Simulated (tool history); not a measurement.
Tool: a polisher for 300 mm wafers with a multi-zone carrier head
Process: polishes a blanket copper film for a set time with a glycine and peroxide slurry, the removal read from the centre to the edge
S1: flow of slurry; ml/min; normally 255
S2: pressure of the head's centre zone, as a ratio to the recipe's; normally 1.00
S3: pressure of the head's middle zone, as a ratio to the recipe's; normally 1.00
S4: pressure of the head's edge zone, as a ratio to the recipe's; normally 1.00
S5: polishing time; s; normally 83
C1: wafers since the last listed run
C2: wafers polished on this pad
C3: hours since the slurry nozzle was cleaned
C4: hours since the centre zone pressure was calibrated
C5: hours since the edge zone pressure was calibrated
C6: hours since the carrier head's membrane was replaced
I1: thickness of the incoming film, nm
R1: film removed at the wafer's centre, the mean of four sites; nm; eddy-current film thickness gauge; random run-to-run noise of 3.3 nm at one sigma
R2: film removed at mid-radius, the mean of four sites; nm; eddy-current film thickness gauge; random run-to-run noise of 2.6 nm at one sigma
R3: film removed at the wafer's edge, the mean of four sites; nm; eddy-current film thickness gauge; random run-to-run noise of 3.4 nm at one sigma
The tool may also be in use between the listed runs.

run	hour	S1	S2	S3	S4	S5	C1	C2	C3	C4	C5	C6	I1	R1	R2	R3
1	0.0	255	1.00	1.00	1.06	83	0	95	584.5	75.8	284.2	738.5	1545.1	423.9	421.0	433.5
# hour 6.6: edge zone pressure recalibrated
2	53.2	255	1.00	1.00	1.00	83	407	502	637.7	129.0	46.6	791.7	1557.8	432.7	420.7	419.2
# hour 80.8: slurry nozzle cleaned
3	124.8	255	1.00	1.00	1.00	83	561	1064	44.0	200.6	118.2	863.3	1549.7	440.0	424.6	417.7
# hour 150.3: carrier head's membrane replaced by a new one
4	165.3	255	1.00	1.00	1.00	83	282	1346	84.5	241.1	158.7	15.0	1533.2	443.2	425.4	418.7
5	211.5	255	1.00	1.00	1.00	83	367	1714	130.7	287.3	204.9	61.2	1566.8	439.9	419.9	419.8
6	272.7	255	1.00	1.00	1.00	83	486	2200	191.9	348.5	266.1	122.4	1557.6	447.9	422.3	414.7
# hour 284.4: worn pad replaced by a new one
# hour 294.8: edge zone pressure recalibrated
7	367.2	255	1.00	1.00	1.00	83	703	642	286.4	443.0	72.4	216.9	1548.4	453.9	419.5	417.3
# hour 457.7: centre zone pressure recalibrated
8	458.2	255	1.00	1.00	1.00	83	707	1350	377.4	0.5	163.4	307.9	1529.9	404.7	426.1	424.1
# hour 539.7: worn pad replaced by a new one
9	552.3	255	1.00	1.00	1.00	83	716	99	471.5	94.6	257.5	402.0	1524.6	426.4	426.1	420.4
# hour 574.3: edge zone pressure recalibrated
10	611.0	195	1.00	1.00	1.00	83	450	550	530.2	153.3	36.7	460.7	1535.1	416.2	406.7	410.7
11	651.3	255	1.09	1.00	1.00	83	320	871	570.5	193.6	77.0	501.0	1564.9	480.5	421.7	414.4
12	720.2	195	1.00	1.00	1.00	83	548	1419	639.4	262.5	145.9	569.9	1545.8	421.7	406.6	404.2
# hour 773.2: slurry nozzle cleaned
# hour 798.2: worn pad replaced by a new one
# hour 863.6: edge zone pressure recalibrated
# hour 1022.9: carrier head's membrane replaced by a new one
# hour 1027.8: centre zone pressure recalibrated
13	1036.9	255	1.10	0.92	1.09	57	2407	1826	263.7	9.1	173.3	14.0	1534.5	313.8	272.0	302.6
14	1100.9	255	1.00	1.07	1.00	83	509	2335	327.7	73.1	237.3	78.0	1539.3	423.5	447.0	421.8
# hour 1136.5: worn pad replaced by a new one
15	1147.1	255	0.95	1.09	1.05	63	335	83	373.9	119.3	283.5	124.2	1549.3	313.6	348.3	326.2
# hour 1155.0: edge zone pressure recalibrated
16	1195.1	255	0.90	1.00	1.00	83	365	449	421.9	167.3	40.1	172.2	1525.4	392.2	420.7	422.5
17	1283.6	255	1.04	1.09	1.00	65	703	1153	510.4	255.8	128.6	260.7	1540.1	357.9	356.3	327.3
18	1324.8	255	1.00	1.00	1.00	83	327	1481	551.6	297.0	169.8	301.9	1538.1	452.1	422.7	427.6
19	1387.5	285	1.00	1.10	1.00	83	498	1980	614.3	359.7	232.5	364.6	1573.0	455.6	462.7	424.6
# hour 1420.1: slurry nozzle cleaned
# hour 1452.2: worn pad replaced by a new one
# hour 1462.5: edge zone pressure recalibrated
20	1474.5	255	1.00	1.00	1.03	83	636	161	54.4	446.7	12.0	451.6	1527.6	455.1	423.5	422.7

Each row is a separate what-if for the run after 20, all from the same tool condition, not one after another. Results?
A	1474.9	255	1.00	1.00	1.00	63	3	164	54.8	447.1	12.4	452.0	1566.4	?	?	?
B	1474.9	315	1.00	0.92	0.93	109	3	164	54.8	447.1	12.4	452.0	1566.4	?	?	?
C	1474.9	255	1.05	1.00	0.95	83	3	164	54.8	447.1	12.4	452.0	1566.4	?	?	?
D	1474.9	255	1.06	1.00	1.07	96	3	164	54.8	447.1	12.4	452.0	1566.4	?	?	?
E	1474.9	205	1.00	1.00	1.05	62	3	164	54.8	447.1	12.4	452.0	1566.4	?	?	?

run	R1	R2	R3
A	341.7	318.5	320.9
B	605.9	525.7	546.8
C	472.6	419.5	412.8
D	551.9	485.1	505.2
E	325.3	304.2	316.2
Without the tool's unlogged condition, the same runs would have read:
run	R1	R2	R3
A	309.9	318.7	320.9
B	549.5	526.0	546.8
C	428.8	419.8	412.8
D	500.7	485.4	505.2
E	295.1	304.4	316.2
